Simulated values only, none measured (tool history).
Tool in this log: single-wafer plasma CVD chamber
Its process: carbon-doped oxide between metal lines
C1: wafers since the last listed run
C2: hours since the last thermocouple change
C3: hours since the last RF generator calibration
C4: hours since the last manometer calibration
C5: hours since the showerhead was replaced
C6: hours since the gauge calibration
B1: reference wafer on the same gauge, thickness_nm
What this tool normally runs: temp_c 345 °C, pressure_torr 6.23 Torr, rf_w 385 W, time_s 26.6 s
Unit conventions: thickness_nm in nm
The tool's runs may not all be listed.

run 1 hour=0.0 | temp_c=345 pressure_torr=7.23 rf_w=385 time_s=26.6 | C1=0 C2=2276.3 C3=2450.4 C4=2592.0 C5=7453.9 C6=269.5 | B1=105.004 | thickness_nm=101.795
run 2 hour=26.4 | temp_c=345 pressure_torr=7.23 rf_w=385 time_s=26.6 | C1=693 C2=2302.7 C3=2476.8 C4=2618.4 C5=7480.3 C6=295.9 | B1=105.078 | thickness_nm=102.067
run 3 hour=45.0 | temp_c=345 pressure_torr=7.21 rf_w=385 time_s=26.6 | C1=488 C2=2321.3 C3=2495.4 C4=2637.0 C5=7498.9 C6=314.5 | B1=104.990 | thickness_nm=101.712
run 4 hour=63.7 | temp_c=345 pressure_torr=6.23 rf_w=385 time_s=26.6 | C1=491 C2=2340.0 C3=2514.1 C4=2655.7 C5=7517.6 C6=333.2 | B1=105.036 | thickness_nm=100.888
run 5 hour=92.3 | temp_c=345 pressure_torr=6.23 rf_w=385 time_s=26.6 | C1=751 C2=2368.6 C3=2542.7 C4=2684.3 C5=7546.2 C6=361.8 | B1=104.968 | thickness_nm=100.652
run 6 hour=108.1 | temp_c=345 pressure_torr=6.23 rf_w=385 time_s=26.6 | C1=415 C2=2384.4 C3=2558.5 C4=2700.1 C5=7562.0 C6=377.6 | B1=105.101 | thickness_nm=100.278
run 7 hour=133.7 | temp_c=353 pressure_torr=6.23 rf_w=385 time_s=26.6 | C1=672 C2=2410.0 C3=2584.1 C4=2725.7 C5=7587.6 C6=403.2 | B1=105.015 | thickness_nm=98.033
-- hour=136.8 gauge calibrated
run 8 hour=161.0 | temp_c=353 pressure_torr=6.23 rf_w=385 time_s=26.6 | C1=717 C2=2437.3 C3=2611.4 C4=2753.0 C5=7614.9 C6=24.2 | B1=104.977 | thickness_nm=97.873
run 9 hour=175.6 | temp_c=345 pressure_torr=6.23 rf_w=385 time_s=26.6 | C1=383 C2=2451.9 C3=2626.0 C4=2767.6 C5=7629.5 C6=38.8 | B1=104.938 | thickness_nm=100.109
-- hour=190.2 thermocouple changed; heater temperature recalibrated
-- hour=198.5 capacitance manometer re-zeroed and calibrated
run 10 hour=207.8 | temp_c=335 pressure_torr=6.23 rf_w=385 time_s=26.6 | C1=425 C2=17.6 C3=2658.2 C4=9.3 C5=7661.7 C6=71.0 | B1=104.978 | thickness_nm=102.567

The next listed run, before its measurement:
-- hour=230.8 RF generator calibrated
run 11 hour=231.3 | temp_c=345 pressure_torr=7.16 rf_w=385 time_s=22.0 | C1=407 C2=41.1 C3=0.5 C4=32.8 C5=7685.2 C6=94.5 | B1=? | thickness_nm=?

Run 11 came out at B1 104.994, thickness_nm 90.970 nm.
With the hidden condition absent and the run-to-run variation left alone, this run would have shown thickness_nm 91.729 nm.
